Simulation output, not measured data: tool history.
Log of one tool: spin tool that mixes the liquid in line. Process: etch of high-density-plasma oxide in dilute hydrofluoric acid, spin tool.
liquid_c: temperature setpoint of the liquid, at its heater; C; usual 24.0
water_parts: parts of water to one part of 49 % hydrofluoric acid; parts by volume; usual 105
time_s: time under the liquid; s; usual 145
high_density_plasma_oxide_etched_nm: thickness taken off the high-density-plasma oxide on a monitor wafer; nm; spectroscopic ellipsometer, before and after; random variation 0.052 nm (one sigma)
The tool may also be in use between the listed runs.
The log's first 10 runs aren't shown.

run	hour	liquid_c	water_parts	time_s	read-back film thickness of the high-density-plasma oxide reference wafer, read on the same gauge (nm)	high_density_plasma_oxide_etched_nm
11	320.1	24.0	105	185	59.96	17.76
# hour 323.2: thermometer replaced
12	341.1	24.0	105	145	60.02	12.36
13	369.8	24.0	105	145	60.00	12.45
14	393.6	20.5	70	145	59.97	16.90
15	420.2	24.0	105	175	59.99	15.00
16	452.0	27.0	105	95	60.02	9.27
17	469.8	24.0	105	145	60.05	12.48
18	499.5	22.5	105	145	59.98	11.78
19	521.1	24.0	105	145	59.99	12.51
20	539.8	26.0	130	215	59.98	15.64
21	565.1	24.0	125	85	60.04	6.01
22	599.3	24.0	105	145	59.99	12.54

Run 23 comes next. What will it give?
23	614.5	24.0	105	145	?	?

{"run 23": {"read-back film thickness of the high-density-plasma oxide reference wafer, read on the same gauge (nm)": 60.01, "high_density_plasma_oxide_etched_nm": 12.6}}
Without the tool's hidden state the same run would have given high_density_plasma_oxide_etched_nm 12.38 nm.

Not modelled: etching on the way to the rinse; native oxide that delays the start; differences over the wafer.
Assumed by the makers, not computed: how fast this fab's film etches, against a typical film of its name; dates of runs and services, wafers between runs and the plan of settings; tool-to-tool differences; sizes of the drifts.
